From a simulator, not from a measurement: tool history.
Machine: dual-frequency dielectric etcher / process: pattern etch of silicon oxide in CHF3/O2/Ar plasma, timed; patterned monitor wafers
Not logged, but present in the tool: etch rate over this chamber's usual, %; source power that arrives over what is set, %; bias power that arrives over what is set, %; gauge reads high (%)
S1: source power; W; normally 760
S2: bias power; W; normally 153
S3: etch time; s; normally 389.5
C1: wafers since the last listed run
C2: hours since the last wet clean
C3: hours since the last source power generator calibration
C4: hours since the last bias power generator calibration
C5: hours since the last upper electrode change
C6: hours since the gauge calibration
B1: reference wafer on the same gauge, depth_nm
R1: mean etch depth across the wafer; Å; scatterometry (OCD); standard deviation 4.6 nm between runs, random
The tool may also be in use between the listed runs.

run 1 hour=0 | S1=760 S2=172 S3=316 | C1=0 C2=0.5 C3=639.3 C4=1587.3 C5=5048.2 C6=1583.7 | B1=863.6 | R1=6709
run 2 hour=30.1 | S1=760 S2=172 S3=316 | C1=121 C2=30.6 C3=669.4 C4=1617.4 C5=5078.3 C6=1613.8 | B1=863.5 | R1=6687
run 3 hour=137.9 | S1=760 S2=172 S3=316 | C1=434 C2=138.4 C3=777.2 C4=1725.2 C5=5186.1 C6=1721.6 | B1=862.1 | R1=6614
run 4 hour=242.5 | S1=760 S2=153 S3=389.5 | C1=421 C2=243 C3=881.8 C4=1829.8 C5=5290.7 C6=1826.2 | B1=861.5 | R1=7690
run 5 hour=406.5 | S1=760 S2=153 S3=389.5 | C1=661 C2=407 C3=1045.8 C4=1993.8 C5=5454.7 C6=1990.2 | B1=861.3 | R1=7592
run 6 hour=450.7 | S1=760 S2=153 S3=389.5 | C1=178 C2=451.2 C3=1090 C4=2038 C5=5498.9 C6=2034.4 | B1=863.6 | R1=7497
run 7 hour=505.7 | S1=760 S2=153 S3=389.5 | C1=221 C2=506.2 C3=1145 C4=2093 C5=5553.9 C6=2089.4 | B1=861.2 | R1=7590
-- hour=548.4 wet clean of the chamber
run 8 hour=599.6 | S1=760 S2=153 S3=389.5 | C1=281 C2=51.2 C3=1238.9 C4=2186.9 C5=5647.8 C6=2183.3 | B1=862.5 | R1=7859
-- hour=604.9 gauge calibrated
run 9 hour=686.8 | S1=760 S2=139 S3=389.5 | C1=351 C2=138.4 C3=1326.1 C4=2274.1 C5=5735 C6=81.9 | B1=862.7 | R1=7473
run 10 hour=738.1 | S1=760 S2=139 S3=389.5 | C1=206 C2=189.7 C3=1377.4 C4=2325.4 C5=5786.3 C6=133.2 | B1=862.8 | R1=7439
run 11 hour=786.4 | S1=760 S2=153 S3=314.5 | C1=194 C2=238 C3=1425.7 C4=2373.7 C5=5834.6 C6=181.5 | B1=862.1 | R1=6166
run 12 hour=824.4 | S1=760 S2=153 S3=314.5 | C1=153 C2=276 C3=1463.7 C4=2411.7 C5=5872.6 C6=219.5 | B1=862.6 | R1=6078
run 13 hour=909.2 | S1=760 S2=153 S3=389.5 | C1=341 C2=360.8 C3=1548.5 C4=2496.5 C5=5957.4 C6=304.3 | B1=862.7 | R1=7604
-- hour=946 source power generator calibrated
run 14 hour=964.4 | S1=630 S2=169 S3=495.5 | C1=206 C2=416 C3=18.4 C4=2551.7 C5=6012.6 C6=359.5 | B1=862.5 | R1=9039
-- hour=1009.9 wet clean of the chamber
run 15 hour=1028.8 | S1=760 S2=153 S3=389.5 | C1=162 C2=18.9 C3=82.8 C4=2616.1 C5=6077 C6=423.9 | B1=862.1 | R1=8065
-- hour=1051.8 bias power generator calibrated
run 16 hour=1118.2 | S1=760 S2=153 S3=389.5 | C1=344 C2=108.3 C3=172.2 C4=66.4 C5=6166.4 C6=513.3 | B1=862.2 | R1=7949
run 17 hour=1214 | S1=760 S2=153 S3=389.5 | C1=386 C2=204.1 C3=268 C4=162.2 C5=6262.2 C6=609.1 | B1=860.2 | R1=7872
run 18 hour=1313 | S1=910 S2=153 S3=389.5 | C1=399 C2=303.1 C3=367 C4=261.2 C5=6361.2 C6=708.1 | B1=862.7 | R1=8663
run 19 hour=1364.9 | S1=860 S2=128 S3=298.5 | C1=209 C2=355 C3=418.9 C4=313.1 C5=6413.1 C6=760 | B1=859.1 | R1=6015
run 20 hour=1401.2 | S1=760 S2=153 S3=389.5 | C1=146 C2=391.3 C3=455.2 C4=349.4 C5=6449.4 C6=796.3 | B1=863.4 | R1=7742
-- hour=1515.9 wet clean of the chamber
run 21 hour=1516.4 | S1=640 S2=134 S3=358.5 | C1=367 C2=0.5 C3=570.4 C4=464.6 C5=6564.6 C6=911.5 | B1=860.8 | R1=6306
-- hour=1560.4 upper electrode replaced
run 22 hour=1560.9 | S1=680 S2=165 S3=317 | C1=82 C2=45 C3=614.9 C4=509.1 C5=0.5 C6=956 | B1=862.3 | R1=6204
run 23 hour=1611.1 | S1=660 S2=117 S3=389.5 | C1=202 C2=95.2 C3=665.1 C4=559.3 C5=50.7 C6=1006.2 | B1=863.2 | R1=6619
run 24 hour=1647.7 | S1=760 S2=153 S3=300 | C1=147 C2=131.8 C3=701.7 C4=595.9 C5=87.3 C6=1042.8 | B1=863.1 | R1=5965
run 25 hour=1732.5 | S1=930 S2=123 S3=278 | C1=341 C2=216.6 C3=786.5 C4=680.7 C5=172.1 C6=1127.6 | B1=863.5 | R1=5671
run 26 hour=1797.2 | S1=890 S2=153 S3=475 | C1=260 C2=281.3 C3=851.2 C4=745.4 C5=236.8 C6=1192.3 | B1=861.1 | R1=10271
-- hour=2015 wet clean of the chamber
run 27 hour=2070.8 | S1=760 S2=125 S3=389.5 | C1=1006 C2=55.8 C3=1124.8 C4=1019 C5=510.4 C6=1465.9 | B1=860.5 | R1=7274
run 28 hour=2149.5 | S1=590 S2=188 S3=337 | C1=317 C2=134.5 C3=1203.5 C4=1097.7 C5=589.1 C6=1544.6 | B1=862.7 | R1=6198
run 29 hour=2189.3 | S1=660 S2=153 S3=302.5 | C1=160 C2=174.3 C3=1243.3 C4=1137.5 C5=628.9 C6=1584.4 | B1=861.8 | R1=5533

Hidden state, per run?
bias power that arrives over what is set, %: 0 on each run
gauge reads high (%): 0 on each run
H1: etch rate over this chamber's usual, %
H2: source power that arrives over what is set, %
run=1 H1=0.227 H2=-1.82
run=2 H1=-0.0242 H2=-1.9
run=3 H1=-0.922 H2=-2.18
run=4 H1=-1.79 H2=-2.45
run=5 H1=-3.16 H2=-2.88
run=6 H1=-3.53 H2=-2.99
run=7 H1=-3.99 H2=-3.13
run=8 H1=-0.769 H2=-3.38
run=9 H1=-1.5 H2=-3.6
run=10 H1=-1.92 H2=-3.74
run=11 H1=-2.33 H2=-3.86
run=12 H1=-2.64 H2=-3.96
run=13 H1=-3.35 H2=-4.18
run=14 H1=-3.81 H2=-0.133
run=15 H1=0.352 H2=-0.3
run=16 H1=-0.392 H2=-0.532
run=17 H1=-1.19 H2=-0.781
run=18 H1=-2.01 H2=-1.04
run=19 H1=-2.45 H2=-1.17
run=20 H1=-2.75 H2=-1.27
run=21 H1=-0.614 H2=-1.57
run=22 H1=-0.985 H2=-1.68
run=23 H1=-1.4 H2=-1.81
run=24 H1=-1.71 H2=-1.91
run=25 H1=-2.41 H2=-2.13
run=26 H1=-2.95 H2=-2.29
run=27 H1=-1.09 H2=-3
run=28 H1=-1.75 H2=-3.21
run=29 H1=-2.08 H2=-3.31

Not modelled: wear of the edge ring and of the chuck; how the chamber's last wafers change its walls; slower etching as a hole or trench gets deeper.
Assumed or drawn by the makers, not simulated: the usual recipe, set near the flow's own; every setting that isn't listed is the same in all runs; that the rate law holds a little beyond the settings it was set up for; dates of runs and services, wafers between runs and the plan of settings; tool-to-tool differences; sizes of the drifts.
